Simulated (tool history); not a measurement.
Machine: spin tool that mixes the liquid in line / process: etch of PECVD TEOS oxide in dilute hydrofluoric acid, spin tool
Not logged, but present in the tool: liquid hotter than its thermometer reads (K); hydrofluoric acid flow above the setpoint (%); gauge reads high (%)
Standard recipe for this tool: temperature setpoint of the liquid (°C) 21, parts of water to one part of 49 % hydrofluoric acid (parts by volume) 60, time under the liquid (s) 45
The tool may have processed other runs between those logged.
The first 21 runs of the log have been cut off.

run   hour  temperature setpoint of the liquid (°C)  parts of water to one part of 49 % hydrofluoric acid (parts by volume)  time under the liquid (s)  wafers since the last listed run  hours since the thermometer was replaced  hours since the hydrofluoric acid flow meter was replaced  hours since the gauge calibration  read-back film thickness of the PECVD TEOS oxide reference wafer, read on the same gauge (nm)  thickness taken off the PECVD TEOS oxide on a monitor wafer (angstrom)
 22    497                                       21                                                                      60                         45                               165                                     438.7                                                       73.3                              129.5                                                                                          59.39                                                                    76.9
 23  519.8                                       21                                                                      60                         45                               186                                     461.5                                                       96.1                              152.3                                                                                          59.33                                                                    76.6
 24  533.1                                       21                                                                      60                         45                               109                                     474.8                                                      109.4                              165.6                                                                                          59.27                                                                    76.3
 25  550.7                                       21                                                                      60                         45                               144                                     492.4                                                        127                              183.2                                                                                          59.18                                                                    76.3
 26  566.4                                       24                                                                      60                         45                               128                                     508.1                                                      142.7                              198.9                                                                                          59.18                                                                    87.6
 27  585.2                                     22.5                                                                      45                         30                               154                                     526.9                                                      161.5                              217.7                                                                                           59.1                                                                    73.9
 28  609.6                                       21                                                                      60                         45                               200                                     551.3                                                      185.9                              242.1                                                                                          59.03                                                                    76.5
 29  643.6                                       24                                                                      80                         30                               278                                     585.3                                                      219.9                              276.1                                                                                          58.88                                                                    42.2
 30    665                                       23                                                                      80                         30                               175                                     606.7                                                      241.3                              297.5                                                                                          58.83                                                                    40.2
 31    701                                     18.5                                                                      70                         20                               295                                     642.7                                                      277.3                              333.5                                                                                           58.7                                                                    25.9
 32  740.2                                       21                                                                      85                         55                               321                                     681.9                                                      316.5                              372.7                                                                                          58.61                                                                    63.8

Below are 5 alternative next runs, each starting from the tool's condition after run 32. Predict each:
  A  740.6                                       21                                                                      90                         45                                 3                                     682.3                                                      316.9                              373.1                                                                                              ?                                                                       ?
  B  740.6                                     17.5                                                                      70                         60                                 3                                     682.3                                                      316.9                              373.1                                                                                              ?                                                                       ?
  C  740.6                                       21                                                                      50                         45                                 3                                     682.3                                                      316.9                              373.1                                                                                              ?                                                                       ?
  D  740.6                                       21                                                                      40                         45                                 3                                     682.3                                                      316.9                              373.1                                                                                              ?                                                                       ?
  E  740.6                                     17.5                                                                      30                         45                                 3                                     682.3                                                      316.9                              373.1                                                                                              ?                                                                       ?

run  read-back film thickness of the PECVD TEOS oxide reference wafer, read on the same gauge (nm)  thickness taken off the PECVD TEOS oxide on a monitor wafer (angstrom)
  A                                                                                          58.64                                                                    48.7
  B                                                                                          58.64                                                                    73.8
  C                                                                                          58.64                                                                      92
  D                                                                                          58.64                                                                   116.5
  E                                                                                          58.64                                                                   135.1
What these runs would have given with no unlogged condition in the tool:
run  thickness taken off the PECVD TEOS oxide on a monitor wafer (angstrom)
  A                                                                    49.9
  B                                                                    75.5
  C                                                                    94.2
  D                                                                   119.2
  E                                                                   138.2

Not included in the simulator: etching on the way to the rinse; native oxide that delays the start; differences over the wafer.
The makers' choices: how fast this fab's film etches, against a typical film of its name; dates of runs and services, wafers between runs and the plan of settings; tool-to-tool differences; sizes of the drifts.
